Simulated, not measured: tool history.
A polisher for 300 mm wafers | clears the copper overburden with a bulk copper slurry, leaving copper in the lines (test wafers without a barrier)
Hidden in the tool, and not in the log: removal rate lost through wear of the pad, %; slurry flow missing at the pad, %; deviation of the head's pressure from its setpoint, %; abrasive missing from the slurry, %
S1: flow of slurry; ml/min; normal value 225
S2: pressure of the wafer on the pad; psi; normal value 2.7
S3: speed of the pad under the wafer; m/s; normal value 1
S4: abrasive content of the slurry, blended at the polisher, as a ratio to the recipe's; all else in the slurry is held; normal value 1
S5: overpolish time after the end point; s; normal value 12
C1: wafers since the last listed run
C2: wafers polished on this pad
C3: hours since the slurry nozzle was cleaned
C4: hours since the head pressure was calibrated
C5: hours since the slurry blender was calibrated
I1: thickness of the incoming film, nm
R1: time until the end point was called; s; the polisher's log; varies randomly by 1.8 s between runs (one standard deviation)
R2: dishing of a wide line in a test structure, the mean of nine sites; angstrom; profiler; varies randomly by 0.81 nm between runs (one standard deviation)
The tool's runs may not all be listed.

run 1 day=0 | S1=175 S2=2.7 S3=1 S4=1 S5=12 | C1=0 C2=1456 C3=249.1 C4=80 C5=271.7 | I1=1027 | R1=139.4 R2=596
-- day=0.692 worn pad replaced by a new one
run 2 day=1.488 | S1=175 S2=2.7 S3=1 S4=1 S5=12 | C1=264 C2=159 C3=284.8 C4=115.7 C5=307.4 | I1=1027.6 | R1=143.6 R2=597
run 3 day=2.525 | S1=175 S2=2.7 S3=1 S4=1 S5=12 | C1=207 C2=366 C3=309.7 C4=140.6 C5=332.3 | I1=1021.1 | R1=141 R2=602
-- day=3.038 slurry nozzle cleaned
run 4 day=3.988 | S1=225 S2=2.2 S3=1 S4=1 S5=12 | C1=284 C2=651 C3=22.8 C4=175.7 C5=367.4 | I1=1028.6 | R1=166.1 R2=539
run 5 day=4.867 | S1=225 S2=2.7 S3=1 S4=1 S5=12 | C1=175 C2=826 C3=43.9 C4=196.8 C5=388.5 | I1=1044.7 | R1=141.9 R2=604
run 6 day=6.358 | S1=225 S2=2.7 S3=1 S4=1 S5=12 | C1=298 C2=1125 C3=79.7 C4=232.6 C5=424.3 | I1=1027 | R1=137.4 R2=598
run 7 day=7.083 | S1=225 S2=2.7 S3=1 S4=1 S5=10 | C1=144 C2=1270 C3=97.1 C4=250 C5=441.7 | I1=1023.8 | R1=141.1 R2=541
run 8 day=7.642 | S1=225 S2=2.7 S3=1 S4=1 S5=12 | C1=111 C2=1381 C3=110.5 C4=263.4 C5=455.1 | I1=1009.7 | R1=134 R2=602
-- day=8.067 worn pad replaced by a new one, of another model than before
-- day=8.833 slurry blender recalibrated
run 9 day=9.133 | S1=225 S2=2.7 S3=1 S4=1 S5=12 | C1=248 C2=196 C3=146.3 C4=299.2 C5=7.2 | I1=1026.5 | R1=129.1 R2=667
run 10 day=9.917 | S1=195 S2=2.7 S3=0.84 S4=1 S5=6 | C1=156 C2=353 C3=165.1 C4=318 C5=26 | I1=1027.7 | R1=139.4 R2=351
run 11 day=11.362 | S1=185 S2=1.9 S3=1 S4=1 S5=12 | C1=289 C2=642 C3=199.8 C4=352.7 C5=60.7 | I1=1036 | R1=158.3 R2=562
run 12 day=12.383 | S1=225 S2=2.7 S3=1 S4=1 S5=12 | C1=204 C2=846 C3=224.3 C4=377.2 C5=85.2 | I1=1022.1 | R1=132.5 R2=638
run 13 day=13.775 | S1=185 S2=1.9 S3=1 S4=1 S5=12 | C1=278 C2=1125 C3=257.7 C4=410.6 C5=118.6 | I1=1020.1 | R1=160.4 R2=553
run 14 day=14.754 | S1=225 S2=3 S3=1.22 S4=1 S5=12 | C1=195 C2=1320 C3=281.2 C4=434.1 C5=142.1 | I1=1038.7 | R1=119.2 R2=679
-- day=15.521 slurry nozzle cleaned
-- day=16.121 worn pad replaced by a new one
run 15 day=16.142 | S1=295 S2=2.7 S3=1 S4=1.25 S5=12 | C1=235 C2=4 C3=14.9 C4=467.4 C5=175.4 | I1=1032.8 | R1=129.9 R2=666
-- day=16.55 head pressure recalibrated
run 16 day=16.671 | S1=225 S2=1.9 S3=1 S4=1.2 S5=8 | C1=89 C2=93 C3=27.6 C4=2.9 C5=188.1 | I1=1028 | R1=148 R2=420
run 17 day=17.758 | S1=225 S2=2.1 S3=1 S4=1 S5=12 | C1=217 C2=310 C3=53.7 C4=29 C5=214.2 | I1=1027.4 | R1=155.2 R2=570
run 18 day=19.308 | S1=305 S2=2.2 S3=1 S4=1 S5=12 | C1=309 C2=620 C3=90.9 C4=66.2 C5=251.4 | I1=1042.3 | R1=147.5 R2=595
run 19 day=21.45 | S1=225 S2=2.7 S3=1 S4=1 S5=12 | C1=428 C2=1049 C3=142.3 C4=117.6 C5=302.8 | I1=1036.7 | R1=141.7 R2=615

Take each entry between the runs: how does the hidden state at the last listed run before it differ from the hidden state at the first listed run after it?
Logged between run 1 and run 2: worn pad replaced by a new one (day 0.692)
  abrasive missing from the slurry, %: 29.5 -> 30.7
  measured less the result without the state, R1: +12.4 -> +13.4 s; R2: -41 -> -44 angstrom
Logged between run 3 and run 4: slurry nozzle cleaned (day 3.038)
  abrasive missing from the slurry, %: 31.4 -> 32.2
  measured less the result without the state, R1: +13.5 -> +16.4 s; R2: -45 -> -43 angstrom
Logged between run 8 and run 9: worn pad replaced by a new one, of another model than before (day 8.067); slurry blender recalibrated (day 8.833)
  abrasive missing from the slurry, %: 33.5 -> 3.68
  measured less the result without the state, R1: +13.9 -> +1.3 s; R2: -49 -> -4 angstrom
Logged between run 14 and run 15: slurry nozzle cleaned (day 15.521); worn pad replaced by a new one (day 16.121)
  abrasive missing from the slurry, %: 23.3 -> 26
  measured less the result without the state, R1: +8.1 -> +10.4 s; R2: -33 -> -38 angstrom
Logged between run 15 and run 16: head pressure recalibrated (day 16.55)
  abrasive missing from the slurry, %: 26 -> 26.9
  measured less the result without the state, R1: +10.4 -> +12.2 s; R2: -38 -> -30 angstrom
